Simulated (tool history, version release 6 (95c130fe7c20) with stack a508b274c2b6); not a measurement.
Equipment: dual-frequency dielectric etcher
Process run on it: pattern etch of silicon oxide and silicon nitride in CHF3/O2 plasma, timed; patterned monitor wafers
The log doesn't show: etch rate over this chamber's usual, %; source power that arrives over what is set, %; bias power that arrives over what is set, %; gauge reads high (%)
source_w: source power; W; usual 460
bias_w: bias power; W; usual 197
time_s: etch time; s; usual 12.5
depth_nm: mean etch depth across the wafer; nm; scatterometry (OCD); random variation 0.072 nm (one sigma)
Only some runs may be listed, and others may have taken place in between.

run	day	source_w	bias_w	time_s	wafers since the last listed run	hours since the last wet clean	hours since the last source power generator calibration	hours since the last bias power generator calibration	hours since the last upper electrode change	hours since the gauge calibration	read-back reference wafer on the same gauge, depth_nm	depth_nm
1	0.000	460	209	12.5	0	405.6	3919.6	4323.7	1729.4	182.9	17.31	19.83
2	0.558	460	197	12.5	132	419.0	3933.0	4337.1	1742.8	196.3	17.30	19.54
# day 1.821: upper electrode replaced
3	1.842	460	197	12.5	67	449.8	3963.8	4367.9	0.5	227.1	17.28	19.51
4	1.854	460	197	12.5	2	450.1	3964.1	4368.2	0.8	227.4	17.29	19.53
5	2.071	460	197	12.5	51	455.3	3969.3	4373.4	6.0	232.6	17.32	19.58
6	2.821	460	159	12.5	177	473.3	3987.3	4391.4	24.0	250.6	17.30	18.03
7	3.438	400	235	12.5	146	488.1	4002.1	4406.2	38.8	265.4	17.28	19.68
8	3.983	400	235	12.5	129	501.2	4015.2	4419.3	51.9	278.5	17.30	19.77
9	4.679	460	163	12.5	165	517.9	4031.9	4436.0	68.6	295.2	17.32	18.35
10	5.225	550	197	15.0	129	531.0	4045.0	4449.1	81.7	308.3	17.30	25.06
# day 5.438: source power generator calibrated
11	5.817	500	181	9.5	100	545.2	9.1	4463.3	95.9	322.5	17.27	14.84
12	6.158	410	197	10.5	81	553.4	17.3	4471.5	104.1	330.7	17.31	15.70
13	6.533	460	197	12.5	88	562.4	26.3	4480.5	113.1	339.7	17.30	19.61
# day 6.875: bias power generator calibrated
14	8.500	540	230	10.5	426	609.6	73.5	39.0	160.3	386.9	17.30	18.41
15	8.921	360	165	14.0	99	619.7	83.6	49.1	170.4	397.0	17.30	18.78
16	9.575	460	225	16.0	155	635.4	99.3	64.8	186.1	412.7	17.31	26.46
17	10.033	410	197	12.5	108	646.4	110.3	75.8	197.1	423.7	17.30	18.74
# day 10.521: gauge calibrated
# day 11.217: wet clean of the chamber
18	11.238	360	197	13.5	48	0.5	139.2	104.7	226.0	17.2	17.31	18.91
19	11.250	460	219	12.5	2	0.8	139.5	105.0	226.3	17.5	17.28	19.90
20	11.262	580	158	12.5	2	1.1	139.8	105.3	226.6	17.8	17.31	19.44
21	11.900	370	197	9.0	151	16.4	155.1	120.6	241.9	33.1	17.30	12.65
22	12.492	560	179	9.0	140	30.6	169.3	134.8	256.1	47.3	17.28	14.42
23	12.804	510	197	10.0	74	38.1	176.8	142.3	263.6	54.8	17.31	15.87
24	13.238	390	209	12.5	102	48.5	187.2	152.7	274.0	65.2	17.28	18.45
25	13.654	460	197	12.5	98	58.5	197.2	162.7	284.0	75.2	17.29	19.05
26	14.675	520	197	12.5	242	83.0	221.7	187.2	308.5	99.7	17.29	20.14
27	14.938	380	170	14.5	62	89.3	228.0	193.5	314.8	106.0	17.30	19.79
28	15.446	460	197	12.5	120	101.5	240.2	205.7	327.0	118.2	17.29	19.18
29	15.954	460	159	13.5	120	113.7	252.4	217.9	339.2	130.4	17.31	19.39

The same runs without the tool's hidden state, with the same run-to-run variation:
run	depth_nm
1	19.52
2	19.23
3	19.18
4	19.20
5	19.25
6	17.71
7	19.33
8	19.40
9	18.00
10	24.57
11	14.55
12	15.39
13	19.21
14	18.01
15	18.36
16	25.86
17	18.31
18	18.93
19	19.91
20	19.45
21	12.65
22	14.42
23	15.86
24	18.43
25	19.03
26	20.10
27	19.75
28	19.14
29	19.34
